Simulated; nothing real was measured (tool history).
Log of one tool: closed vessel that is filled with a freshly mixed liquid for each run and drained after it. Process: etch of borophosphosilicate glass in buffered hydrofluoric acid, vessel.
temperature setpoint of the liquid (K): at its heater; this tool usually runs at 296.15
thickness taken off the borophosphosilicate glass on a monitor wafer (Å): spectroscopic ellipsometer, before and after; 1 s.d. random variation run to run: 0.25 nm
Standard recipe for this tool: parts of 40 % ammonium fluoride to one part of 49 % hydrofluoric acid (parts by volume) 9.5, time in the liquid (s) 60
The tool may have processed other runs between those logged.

run,hour,temperature setpoint of the liquid (K),parts of 40 % ammonium fluoride to one part of 49 % hydrofluoric acid (parts by volume),time in the liquid (s),"read-back film thickness of the borophosphosilicate glass reference wafer, read on the same gauge (nm)",thickness taken off the borophosphosilicate glass on a monitor wafer (Å)
1,0,294.15,6.5,60,90.04,1068.3
2,16.9,294.15,6.5,60,90.02,1070.5
3,39.5,296.15,9.5,60,89.99,811.8
4,57.2,296.15,9.5,60,89.97,816.2
5,92.3,296.15,9.5,60,89.97,825.8
6,185.4,296.15,11,60,90.01,747.9
7,215.9,296.15,11,60,90,746.9
# hour 220.3: thermometer replaced
8,242.6,298.15,7,95,89.97,1717
# hour 264: gauge calibrated
9,271,298.65,13,60,89.99,618.5
# hour 281.5: hydrofluoric acid flow meter replaced
10,299.5,301.15,7.5,60,90,1117.8
11,327,296.15,9.5,60,89.99,670.9
12,352.8,299.15,9.5,60,90,797.7
13,381.9,300.65,9.5,35,90.02,506.3
14,406.6,296.15,9.5,60,90.03,676.6

What was the tool's hidden state at every run in the log?
gauge reads high (%): 0 across all the runs
H1: liquid hotter than its thermometer reads (K)
H2: hydrofluoric acid flow above the setpoint (%)
run,H1,H2
1,3.08,6.08
2,3.1,6.2
3,3.12,6.35
4,3.13,6.48
5,3.16,6.72
6,3.24,7.38
7,3.27,7.59
8,0.218,7.78
9,0.243,7.98
10,0.267,1.03
11,0.291,1.23
12,0.313,1.41
13,0.338,1.61
14,0.36,1.79
